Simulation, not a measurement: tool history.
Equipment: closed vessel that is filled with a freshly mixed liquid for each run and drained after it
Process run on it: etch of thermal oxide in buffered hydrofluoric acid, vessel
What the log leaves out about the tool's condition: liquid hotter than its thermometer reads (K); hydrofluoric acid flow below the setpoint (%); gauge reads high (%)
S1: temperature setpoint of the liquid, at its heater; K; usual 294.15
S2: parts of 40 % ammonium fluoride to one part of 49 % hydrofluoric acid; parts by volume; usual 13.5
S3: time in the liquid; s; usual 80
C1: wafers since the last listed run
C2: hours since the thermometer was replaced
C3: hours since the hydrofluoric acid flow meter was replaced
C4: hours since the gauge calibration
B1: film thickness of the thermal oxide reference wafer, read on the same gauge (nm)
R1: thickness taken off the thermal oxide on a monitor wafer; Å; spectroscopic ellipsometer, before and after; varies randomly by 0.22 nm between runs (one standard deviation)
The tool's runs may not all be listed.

Run 1, hour 0: usual settings but S2 15 parts by volume, S3 115 s; C1 0; C2 1259.2; C3 464.7; C4 214.9; B1 60. Result: R1 736.6 Å.
Run 2, hour 24.7: usual settings; C1 1466; C2 1283.9; C3 489.4; C4 239.6; B1 60.03. Result: R1 570.6 Å.
Run 3, hour 43.5: usual settings; C1 1115; C2 1302.7; C3 508.2; C4 258.4; B1 59.96. Result: R1 568.2 Å.
At hour 59.4: gauge calibrated.
Run 4, hour 64.9: usual settings; C1 1270; C2 1324.1; C3 529.6; C4 5.5; B1 59.99. Result: R1 569.6 Å.
Run 5, hour 97.5: usual settings; C1 1934; C2 1356.7; C3 562.2; C4 38.1; B1 59.99. Result: R1 566.4 Å.
Run 6, hour 133: usual settings; C1 2107; C2 1392.2; C3 597.7; C4 73.6; B1 59.98. Result: R1 571.2 Å.
Run 7, hour 155.4: usual settings; C1 1329; C2 1414.6; C3 620.1; C4 96; B1 59.97. Result: R1 570.4 Å.
Run 8, hour 182.8: usual settings; C1 1626; C2 1442; C3 647.5; C4 123.4; B1 59.94. Result: R1 564.6 Å.
At hour 201.6: hydrofluoric acid flow meter replaced.
Run 9, hour 213.3: usual settings; C1 1750; C2 1472.5; C3 11.7; C4 153.9; B1 59.98. Result: R1 579.3 Å.
At hour 236.7: thermometer replaced.
Run 10, hour 242.8: usual settings; C1 1691; C2 6.1; C3 41.2; C4 183.4; B1 60. Result: R1 581.5 Å.
Run 11, hour 258.9: usual settings but S1 297.65 K, S2 11 parts by volume; C1 955; C2 22.2; C3 57.3; C4 199.5; B1 59.99. Result: R1 858.8 Å.
Run 12, hour 273.2: usual settings; C1 848; C2 36.5; C3 71.6; C4 213.8; B1 60.02. Result: R1 579.3 Å.
Run 13, hour 305.4: usual settings; C1 1911; C2 68.7; C3 103.8; C4 246; B1 60.03. Result: R1 579.4 Å.
Run 14, hour 339: usual settings but S2 15 parts by volume, S3 115 s; C1 1994; C2 102.3; C3 137.4; C4 279.6; B1 59.97. Result: R1 749.1 Å.
Run 15, hour 358.8: usual settings but S1 291.65 K, S3 40 s; C1 1175; C2 122.1; C3 157.2; C4 299.4; B1 60. Result: R1 250.8 Å.
At hour 374.8: gauge calibrated.
Run 16, hour 380.7: usual settings; C1 1299; C2 144; C3 179.1; C4 5.9; B1 60.02. Result: R1 574.5 Å.
Run 17, hour 393.1: usual settings but S1 299.15 K, S2 16 parts by volume, S3 125 s; C1 736; C2 156.4; C3 191.5; C4 18.3; B1 60. Result: R1 1000.7 Å.
Run 18, hour 413.3: usual settings but S3 65 s; C1 1198; C2 176.6; C3 211.7; C4 38.5; B1 60.03. Result: R1 469.7 Å.
Run 19, hour 428.2: usual settings but S2 8 parts by volume; C1 884; C2 191.5; C3 226.6; C4 53.4; B1 59.97. Result: R1 933.9 Å.
Run 20, hour 461.8: usual settings but S1 292.15 K, S3 125 s; C1 1994; C2 225.1; C3 260.2; C4 87; B1 59.99. Result: R1 805.7 Å.
Run 21, hour 483.3: usual settings but S1 296.15 K, S2 19 parts by volume, S3 115 s; C1 1276; C2 246.6; C3 281.7; C4 108.5; B1 59.99. Result: R1 660.5 Å.

Alternative continuations, all from the tool just after run 21; predict every row:
Run A, hour 484: usual settings but S1 291.15 K; C1 41; C2 247.3; C3 282.4; C4 109.2; B1 ?. Result: R1 ?.
Run B, hour 484: usual settings but S1 298.65 K; C1 41; C2 247.3; C3 282.4; C4 109.2; B1 ?. Result: R1 ?.
Run C, hour 484: usual settings but S1 298.15 K, S3 110 s; C1 41; C2 247.3; C3 282.4; C4 109.2; B1 ?. Result: R1 ?.
Run D, hour 484: usual settings but S3 55 s; C1 41; C2 247.3; C3 282.4; C4 109.2; B1 ?. Result: R1 ?.
Run E, hour 484: usual settings but S1 290.15 K, S2 11 parts by volume, S3 105 s; C1 41; C2 247.3; C3 282.4; C4 109.2; B1 ?. Result: R1 ?.

run     B1     R1
  A  59.97  486.9
  B  59.97  737.8
  C  59.97  987.3
  D  59.97  396.3
  E  59.97  737.8
Without the tool's unlogged condition, the same runs would have read:
run     R1
  A  492.5
  B  746.3
  C  998.7
  D  400.8
  E  746.2
